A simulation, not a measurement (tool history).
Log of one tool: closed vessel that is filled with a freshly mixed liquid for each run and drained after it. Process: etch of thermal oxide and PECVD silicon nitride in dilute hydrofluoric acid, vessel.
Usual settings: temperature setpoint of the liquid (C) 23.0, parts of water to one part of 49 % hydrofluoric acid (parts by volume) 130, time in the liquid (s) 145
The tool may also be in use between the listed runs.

run	day	temperature setpoint of the liquid (C)	parts of water to one part of 49 % hydrofluoric acid (parts by volume)	time in the liquid (s)	read-back film thickness of the thermal oxide reference wafer, read on the same gauge (nm)	read-back film thickness of the PECVD silicon nitride reference wafer, read on the same gauge (nm)	thickness taken off the thermal oxide on a monitor wafer (Å)	thickness taken off the PECVD silicon nitride on a monitor wafer (Å)
1	0.000	23.0	130	95	29.998	149.972	29.41	29.94
2	0.608	26.5	130	145	30.020	150.012	51.16	57.25
3	2.088	26.5	130	145	30.015	149.994	51.97	56.23
4	3.471	23.0	130	145	29.985	149.965	44.78	44.56
5	4.775	23.0	170	145	30.051	149.982	32.79	34.64
6	5.971	23.0	170	145	30.001	149.985	32.14	34.77
7	6.538	23.0	130	145	30.045	149.978	44.45	45.50
8	7.242	23.0	130	145	29.998	149.966	45.01	45.22
9	8.042	25.5	150	180	30.034	150.060	52.34	57.25
10	8.658	25.5	130	65	30.006	150.015	22.08	23.70
11	9.583	21.0	95	225	30.006	150.012	90.24	82.93
12	10.842	23.0	95	145	30.010	150.025	64.64	61.18
13	11.883	21.0	155	225	29.986	150.022	53.18	50.91
14	13.192	21.5	65	205	30.004	150.008	129.42	113.79
15	14.079	26.5	130	145	29.993	150.072	51.05	56.19
16	15.062	23.0	130	145	30.023	149.998	44.78	45.24
17	15.912	20.5	75	120	30.013	150.008	63.59	54.67

Not shown: 4 entries that the log had between the listed runs. Between which runs, and how does the tool's hidden state differ before and after?
Between runs 5 and 6: gauge calibrated (day 5.471)
  no hidden state differs between the two runs
Between runs 9 and 10: thermometer replaced (day 8.162)
  no hidden state differs between the two runs
Between runs 12 and 13: hydrofluoric acid flow meter replaced (day 11.538)
  no hidden state differs between the two runs
Between runs 16 and 17: gauge calibrated (day 15.358)
  no hidden state differs between the two runs
